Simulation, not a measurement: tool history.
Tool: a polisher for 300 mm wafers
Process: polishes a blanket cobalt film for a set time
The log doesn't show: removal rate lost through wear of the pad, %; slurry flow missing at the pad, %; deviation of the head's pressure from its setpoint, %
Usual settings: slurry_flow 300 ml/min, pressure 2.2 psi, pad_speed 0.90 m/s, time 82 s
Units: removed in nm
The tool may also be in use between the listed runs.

run,hour,slurry_flow,pressure,pad_speed,time,wafers since the last listed run,wafers polished on this pad,hours since the slurry nozzle was cleaned,hours since the head pressure was calibrated,"incoming thickness of the incoming film, nm",removed
1,0.0,300,2.2,0.90,82,0,1095,35.3,777.5,1369.8,465.1
2,26.9,300,2.2,0.90,82,352,1447,62.2,804.4,1373.7,458.4
3,45.1,300,2.2,0.90,82,238,1686,80.4,822.6,1398.5,462.9
4,67.6,300,2.2,0.90,82,294,1981,102.9,845.1,1396.6,467.6
5,100.8,300,2.2,0.90,82,435,2416,136.1,878.3,1388.9,466.1
6,118.1,300,2.2,0.90,82,226,2643,153.4,895.6,1369.6,461.1
7,131.0,300,1.9,1.16,82,169,2812,166.3,908.5,1374.1,533.0
# hour 137.8: worn pad replaced by a new one
8,161.0,300,1.9,1.16,82,340,303,196.3,938.5,1381.1,533.0
9,179.2,300,2.2,0.90,82,238,542,214.5,956.7,1398.8,464.7
10,205.9,300,2.2,0.90,82,350,892,241.2,983.4,1392.4,470.1
11,232.3,300,2.2,0.90,82,346,1238,267.6,1009.8,1378.9,467.6
12,263.2,300,2.2,0.90,82,405,1643,298.5,1040.7,1394.0,469.8
13,288.4,300,2.2,0.90,82,330,1974,323.7,1065.9,1415.0,469.9
14,314.5,300,2.2,0.76,82,342,2316,349.8,1092.0,1361.0,400.7
15,330.4,300,2.2,0.76,82,208,2524,365.7,1107.9,1416.6,397.7
# hour 345.8: head pressure recalibrated
# hour 361.9: worn pad replaced by a new one
16,364.6,300,2.2,0.76,82,369,35,399.9,18.8,1399.4,379.7
17,378.7,300,2.2,0.90,82,184,220,414.0,32.9,1391.8,448.9
18,395.2,240,2.0,0.90,61,216,436,430.5,49.4,1390.4,307.7
19,430.5,345,1.8,1.04,73,462,899,465.8,84.7,1398.3,401.2
20,444.7,250,1.4,0.72,62,186,1085,480.0,98.9,1380.9,194.0
# hour 453.3: slurry nozzle cleaned
21,462.7,340,1.9,1.22,89,222,1308,9.4,116.9,1360.5,601.5
22,488.4,300,3.0,0.82,82,336,1645,35.1,142.6,1381.7,522.6
23,509.2,255,2.7,1.10,95,272,1917,55.9,163.4,1387.5,744.7
24,536.0,300,1.5,0.60,54,351,2269,82.7,190.2,1364.8,151.1
# hour 566.3: worn pad replaced by a new one
25,568.5,300,2.2,1.18,104,373,29,115.2,222.7,1385.0,755.3

Forecast run 26:
26,596.4,300,2.2,0.90,82,365,394,143.1,250.6,1411.0,?

Run 26 gave removed 458.1 nm.
Without the tool's hidden state the same run would have given removed 445.5 nm.
